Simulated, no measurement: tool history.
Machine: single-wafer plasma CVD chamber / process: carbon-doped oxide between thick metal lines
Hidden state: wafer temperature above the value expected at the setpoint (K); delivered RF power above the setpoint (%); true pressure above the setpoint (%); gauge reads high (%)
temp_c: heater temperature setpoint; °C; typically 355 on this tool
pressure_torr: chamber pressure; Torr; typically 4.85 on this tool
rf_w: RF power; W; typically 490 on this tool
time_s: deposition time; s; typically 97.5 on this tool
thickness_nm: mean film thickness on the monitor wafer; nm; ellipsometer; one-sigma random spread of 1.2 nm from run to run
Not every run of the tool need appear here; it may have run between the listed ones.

run	day	temp_c	pressure_torr	rf_w	time_s	wafers since the last listed run	hours since the last thermocouple change	hours since the last RF generator calibration	hours since the last manometer calibration	hours since the showerhead was replaced	hours since the gauge calibration	read-back reference wafer on the same gauge, thickness_nm	thickness_nm
1	0	362	4.85	490	97.5	0	1569.4	2210.3	167.3	3702	82.5	445.963	485.07
# day 1.662: RF generator calibrated
2	1.683	355	4.85	490	97.5	682	1609.8	0.5	207.7	3742.4	122.9	445.78	511.177
3	2.446	355	4.85	490	97.5	385	1628.1	18.8	226	3760.7	141.2	446.143	509.58
4	3.65	355	4.85	490	97.5	608	1657	47.7	254.9	3789.6	170.1	445.806	509.059
5	5.058	364	4.85	490	97.5	712	1690.8	81.5	288.7	3823.4	203.9	446.084	495.609
6	6.129	355	4.1	490	97.5	541	1716.5	107.2	314.4	3849.1	229.6	445.944	495.936
7	6.867	370	5.51	410	97.5	372	1734.2	124.9	332.1	3866.8	247.3	445.798	458.812
8	8.179	364	4.48	490	97.5	663	1765.7	156.4	363.6	3898.3	278.8	445.847	490.08
9	8.954	355	6.06	490	111.1	391	1784.3	175	382.2	3916.9	297.4	445.986	592.995
10	9.733	363	5.16	415	81.2	393	1803	193.7	400.9	3935.6	316.1	445.965	389.045
11	10.517	355	4.85	490	97.5	396	1821.8	212.5	419.7	3954.4	334.9	446.004	504.526
# day 11.017: showerhead replaced
12	11.121	360	4.85	490	97.5	136	1836.3	227	434.2	2.5	349.4	445.989	500.069
13	11.992	355	5.97	490	106.8	440	1857.2	247.9	455.1	23.4	370.3	445.888	568.488
14	13.275	355	4.85	490	110	648	1888	278.7	485.9	54.2	401.1	445.945	568.075
15	13.829	365	4.85	490	97.5	280	1901.3	292	499.2	67.5	414.4	445.955	490.367
# day 14.538: thermocouple changed; heater temperature recalibrated
16	14.558	355	4.85	490	97.5	200	0.5	309.5	516.7	85	431.9	446.07	504.745
17	15.383	355	4.85	490	97.5	417	20.3	329.3	536.5	104.8	451.7	446.082	503.052
18	15.95	355	4.85	490	97.5	286	33.9	342.9	550.1	118.4	465.3	445.858	503.453
19	16.596	355	4.85	405	97.5	326	49.4	358.4	565.6	133.9	480.8	445.949	459.95

What does the tool deliver on the next run?
20	17.262	355	4.85	490	97.5	337	65.4	374.4	581.6	149.9	496.8	?	?

{"run 20": {"read-back reference wafer on the same gauge, thickness_nm": 445.86, "thickness_nm": 503.911}}
With the hidden condition absent and the run-to-run variation left alone, this run would have shown thickness_nm 513.294 nm.

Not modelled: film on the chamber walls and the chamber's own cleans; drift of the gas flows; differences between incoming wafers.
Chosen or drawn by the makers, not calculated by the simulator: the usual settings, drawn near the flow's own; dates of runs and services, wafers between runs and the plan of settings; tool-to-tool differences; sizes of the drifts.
